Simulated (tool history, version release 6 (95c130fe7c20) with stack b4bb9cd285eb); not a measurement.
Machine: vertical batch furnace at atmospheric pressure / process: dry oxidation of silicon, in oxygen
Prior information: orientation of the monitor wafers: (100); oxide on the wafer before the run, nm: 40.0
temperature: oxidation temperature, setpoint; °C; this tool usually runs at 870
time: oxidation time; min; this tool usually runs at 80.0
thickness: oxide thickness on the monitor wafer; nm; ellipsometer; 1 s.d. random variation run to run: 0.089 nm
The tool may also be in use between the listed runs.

run,hour,temperature,time,"read-back reference wafer on the same gauge, thickness",thickness
1,0.0,870,95.5,44.63,55.21
2,71.5,870,95.5,44.64,55.19
3,115.2,870,95.5,44.59,55.30
4,152.5,870,80.0,44.63,53.66
5,233.1,870,80.0,44.61,53.48
6,279.2,870,80.0,44.59,53.81
# hour 307.2: boat lift adjusted
7,338.2,870,80.0,44.59,53.73
8,427.2,880,50.5,44.64,51.51
# hour 460.5: thermocouples replaced and temperature profile calibrated
9,474.8,892,99.0,44.59,59.23
10,518.0,849,56.5,44.59,48.79

Predict the results of run 11:
11,593.9,870,95.5,?,?

{"run 11": {"read-back reference wafer on the same gauge, thickness": 44.61, "thickness": 54.57}}
The same run, on a tool lacking any hidden state, would have yielded thickness 54.53 nm.
